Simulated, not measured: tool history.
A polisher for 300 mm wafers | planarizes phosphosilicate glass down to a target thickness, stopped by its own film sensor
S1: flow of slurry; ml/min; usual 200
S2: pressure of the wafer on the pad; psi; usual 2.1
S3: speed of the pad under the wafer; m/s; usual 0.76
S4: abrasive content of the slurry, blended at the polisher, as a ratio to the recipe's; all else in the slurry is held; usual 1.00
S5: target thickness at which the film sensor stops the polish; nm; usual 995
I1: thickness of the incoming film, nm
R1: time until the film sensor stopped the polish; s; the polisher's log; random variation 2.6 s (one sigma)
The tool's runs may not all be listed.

run,hour,S1,S2,S3,S4,S5,I1,R1
1,0.0,200,2.1,0.76,1.00,995,1582.9,165.8
# hour 22.4: worn pad replaced by a new one
# hour 25.6: slurry nozzle cleaned
2,34.8,200,2.1,0.76,1.00,995,1612.1,180.3
3,62.5,200,2.1,0.76,1.00,995,1578.9,163.4
4,80.7,200,2.1,0.76,1.00,995,1611.0,175.4
5,104.9,200,2.1,0.76,1.00,995,1600.5,174.6
6,119.3,200,2.1,0.76,1.00,995,1568.5,165.6
7,142.2,200,2.1,0.62,1.15,1202,1601.3,122.2
8,155.7,200,2.1,0.76,1.00,995,1622.7,184.8
9,181.9,200,2.1,0.76,1.10,995,1561.4,156.1
10,207.9,200,2.1,0.76,1.00,1076,1612.3,151.0
11,228.8,200,2.1,0.76,1.00,995,1604.1,174.8
# hour 244.1: worn pad replaced by a new one
12,250.2,200,2.1,0.94,1.00,1144,1619.1,116.7
13,273.6,200,1.5,0.76,1.00,792,1605.3,330.9
# hour 288.4: slurry blender recalibrated
14,291.1,200,2.1,0.76,1.00,995,1581.6,173.3
# hour 306.6: conditioning disc replaced and pad reconditioned
15,312.2,200,2.5,1.00,0.80,1094,1578.4,104.2
16,343.3,250,2.6,1.00,1.30,995,1563.0,88.4
17,356.2,200,2.1,0.52,1.00,995,1610.5,239.5
18,382.4,200,2.5,0.76,1.00,995,1610.8,146.5
19,407.0,130,1.4,0.76,0.90,995,1581.0,280.5
20,428.4,200,2.1,0.76,1.00,934,1582.6,181.2
# hour 433.1: worn pad replaced by a new one
21,445.4,200,2.1,0.58,0.80,995,1574.1,224.2
22,468.0,200,2.1,0.76,1.00,995,1604.3,169.6
23,500.1,200,2.1,0.76,0.85,995,1567.1,176.9
# hour 511.7: slurry nozzle cleaned
24,526.7,200,2.1,0.76,1.00,1076,1572.9,139.6
25,558.4,200,2.1,0.76,1.00,995,1580.0,167.8

Measured less the same run without the tool's hidden state. The same run-to-run variation is in both; the gauge's scatter may not be:
The hidden state here: removal rate lost through wear of the pad, %; slurry flow missing at the pad, %; deviation of the head's pressure from its setpoint, %; abrasive missing from the slurry, %; time polished since the conditioner stopped cutting, s.
run,R1
1,+1.8
2,+2.7
3,+2.9
4,+3.7
5,+4.2
6,+4.4
7,+3.2
8,+6.3
9,+6.2
10,+6.8
11,+8.7
12,+7.6
13,+15.6
14,+11.5
15,+0.3
16,+0.3
17,+0.5
18,+0.7
19,+1.1
20,+1.4
21,+1.7
22,+2.1
23,+3.0
24,+2.9
25,+4.5
